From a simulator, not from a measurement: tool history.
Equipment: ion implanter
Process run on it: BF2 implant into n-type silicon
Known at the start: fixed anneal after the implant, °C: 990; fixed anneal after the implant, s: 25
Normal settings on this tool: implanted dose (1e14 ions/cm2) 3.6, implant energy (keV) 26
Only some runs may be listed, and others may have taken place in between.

run,hour,implanted dose (1e14 ions/cm2),implant energy (keV),"read-back reference wafer on the same gauge, sheet resistance",sheet resistance of the implanted and annealed layer (ohm/square)
1,0,3,26,296.42,381.08
2,59.6,3.19,26,296.31,362.07
3,96.4,3.19,26,296.72,364.05
4,165.5,3.6,26,296.83,328.87
5,195.8,4.32,26,297.84,284.14
6,245.9,3.6,23.5,297.69,335.41
7,311.5,3.6,23.5,298.5,333.92
8,366.1,3.6,26,298.7,329.78
9,425.2,3.6,26,299.25,334.51
# hour 451.9: Faraday cup replaced and dose calibrated
10,461.1,3.6,26,298.78,331.45
# hour 479.8: extraction supply calibrated
11,509.4,3.6,26,299.72,336.78
12,541.4,3.6,26,299.97,332.64
13,593.7,3.6,26,300.33,331.31
14,655.3,3.6,26,301.22,335.75
# hour 686.7: gauge calibrated
15,693.9,3.6,26,289.98,319.72
16,720.9,3.97,26,289.53,295.92
17,772,3.6,26,288.86,322.63
18,838.5,2.57,29,289.61,423.06
19,880.1,3.6,30.5,289.64,316.53
20,906.8,2.89,32,289.87,377.97
21,955.6,3.01,34.5,289.7,365.88
22,1000.1,3.6,26,289.4,321.24
23,1033.5,3.6,18,289.96,335.94
24,1103.3,2.94,32.5,289.75,374.39
25,1146.9,3.08,23.5,289.87,372.17
26,1201.5,3.6,29.5,290.17,316.37
27,1255.3,3.6,26,290.3,316.45
28,1319.3,2.89,26,290.11,383.22
29,1350.6,3.6,34.5,289.42,313.07
30,1400.9,3.6,26,290.04,317.81
31,1463.8,3.6,26,290.69,322.44
32,1507.3,3,33.5,290.24,365.95
33,1578.7,3.6,26,290.23,323.8
34,1649.6,3.6,26,291.32,319.83
35,1677.2,3.6,26,290.42,319.79
36,1740.1,4.07,32.5,290.67,285.47
37,1795.5,4.37,17.5,290.97,301.48

Branching from run 37: 4 alternative next runs. What would each branch give?
A,1795.9,3.6,26,?,?
B,1795.9,3.6,17,?,?
C,1795.9,4.03,35,?,?
D,1795.9,2.54,26,?,?

run,"read-back reference wafer on the same gauge, sheet resistance",sheet resistance of the implanted and annealed layer (ohm/square)
A,290.91,321.51
B,290.91,341.02
C,290.91,283.24
D,290.91,430.12
The same runs, with their run-to-run variation unchanged, on a tool lacking any hidden condition would have given:
run,sheet resistance of the implanted and annealed layer (ohm/square)
A,319.14
B,338.5
C,281.16
D,426.95

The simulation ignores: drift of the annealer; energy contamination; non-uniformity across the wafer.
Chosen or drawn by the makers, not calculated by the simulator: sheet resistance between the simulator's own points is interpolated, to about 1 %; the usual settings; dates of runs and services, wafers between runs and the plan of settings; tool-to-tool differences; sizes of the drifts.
